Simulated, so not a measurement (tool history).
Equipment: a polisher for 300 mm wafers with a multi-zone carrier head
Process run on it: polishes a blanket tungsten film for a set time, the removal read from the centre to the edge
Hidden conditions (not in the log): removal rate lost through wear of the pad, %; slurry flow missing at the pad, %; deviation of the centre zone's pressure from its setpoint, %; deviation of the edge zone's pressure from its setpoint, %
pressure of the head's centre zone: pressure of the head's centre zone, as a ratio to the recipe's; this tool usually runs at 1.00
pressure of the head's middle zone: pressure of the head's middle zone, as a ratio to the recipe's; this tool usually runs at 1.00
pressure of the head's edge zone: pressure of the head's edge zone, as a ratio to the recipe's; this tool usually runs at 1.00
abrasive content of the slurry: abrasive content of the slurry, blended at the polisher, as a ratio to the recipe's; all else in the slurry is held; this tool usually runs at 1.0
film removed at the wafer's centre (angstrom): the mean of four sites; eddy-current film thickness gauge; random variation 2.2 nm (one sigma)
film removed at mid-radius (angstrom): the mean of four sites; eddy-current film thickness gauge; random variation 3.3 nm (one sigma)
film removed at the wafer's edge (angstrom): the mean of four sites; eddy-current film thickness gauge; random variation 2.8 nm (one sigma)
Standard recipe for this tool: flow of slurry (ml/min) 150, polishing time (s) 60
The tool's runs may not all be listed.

| run | hour | flow of slurry (ml/min) | pressure of the head's centre zone | pressure of the head's middle zone | pressure of the head's edge zone | abrasive content of the slurry | polishing time (s) | wafers since the last listed run | wafers polished on this pad | hours since the slurry nozzle was cleaned | hours since the centre zone pressure was calibrated | hours since the edge zone pressure was calibrated | hours since the carrier head's membrane was replaced | incoming thickness of the incoming film, nm | film removed at the wafer's centre (angstrom) | film removed at mid-radius (angstrom) | film removed at the wafer's edge (angstrom) |
|---|---|---|---|---|---|---|---|---|---|---|---|---|---|---|---|---|---|
| 1 | 0.0 | 150 | 1.00 | 1.00 | 1.00 | 1.0 | 60 | 0 | 161 | 702.0 | 171.2 | 242.5 | 1025.6 | 1001.0 | 2763 | 2925 | 2953 |
| 2 | 84.7 | 150 | 1.00 | 1.00 | 1.00 | 1.0 | 60 | 625 | 786 | 786.7 | 255.9 | 327.2 | 1110.3 | 1004.2 | 2668 | 2846 | 2909 |
| 3 | 102.3 | 150 | 1.00 | 1.03 | 1.00 | 1.0 | 60 | 130 | 916 | 804.3 | 273.5 | 344.8 | 1127.9 | 997.0 | 2600 | 2936 | 2878 |
|  | 119.6 | slurry nozzle cleaned |
| 4 | 132.4 | 150 | 1.00 | 1.03 | 1.00 | 1.0 | 60 | 214 | 1131 | 12.8 | 303.6 | 374.9 | 1158.0 | 993.8 | 2983 | 3326 | 3109 |
|  | 143.7 | worn pad replaced by a new one |
| 5 | 153.0 | 150 | 1.00 | 1.00 | 1.08 | 1.0 | 60 | 122 | 68 | 33.4 | 324.2 | 395.5 | 1178.6 | 987.8 | 2948 | 3236 | 3270 |
| 6 | 167.0 | 150 | 1.00 | 1.00 | 1.08 | 1.0 | 60 | 103 | 172 | 47.4 | 338.2 | 409.5 | 1192.6 | 978.7 | 2904 | 3169 | 3226 |
| 7 | 199.5 | 150 | 1.07 | 1.00 | 1.00 | 1.2 | 60 | 240 | 412 | 79.9 | 370.7 | 442.0 | 1225.1 | 993.2 | 3180 | 3348 | 3234 |
| 8 | 220.9 | 120 | 1.00 | 0.92 | 1.00 | 1.1 | 60 | 158 | 570 | 101.3 | 392.1 | 463.4 | 1246.5 | 993.7 | 2781 | 2920 | 3131 |

Run 9, settings as shown, results not yet in. Your forecast:
| 9 | 243.3 | 110 | 1.00 | 1.00 | 0.96 | 1.0 | 60 | 165 | 735 | 123.7 | 414.5 | 485.8 | 1268.9 | 1005.8 | ? | ? | ? |

Run 9 came out at film removed at the wafer's centre (angstrom) 2581, film removed at mid-radius (angstrom) 2931, film removed at the wafer's edge (angstrom) 2878.
Without the tool's hidden state the same run would have given film removed at the wafer's centre (angstrom) 2959, film removed at mid-radius (angstrom) 3013, film removed at the wafer's edge (angstrom) 2933.

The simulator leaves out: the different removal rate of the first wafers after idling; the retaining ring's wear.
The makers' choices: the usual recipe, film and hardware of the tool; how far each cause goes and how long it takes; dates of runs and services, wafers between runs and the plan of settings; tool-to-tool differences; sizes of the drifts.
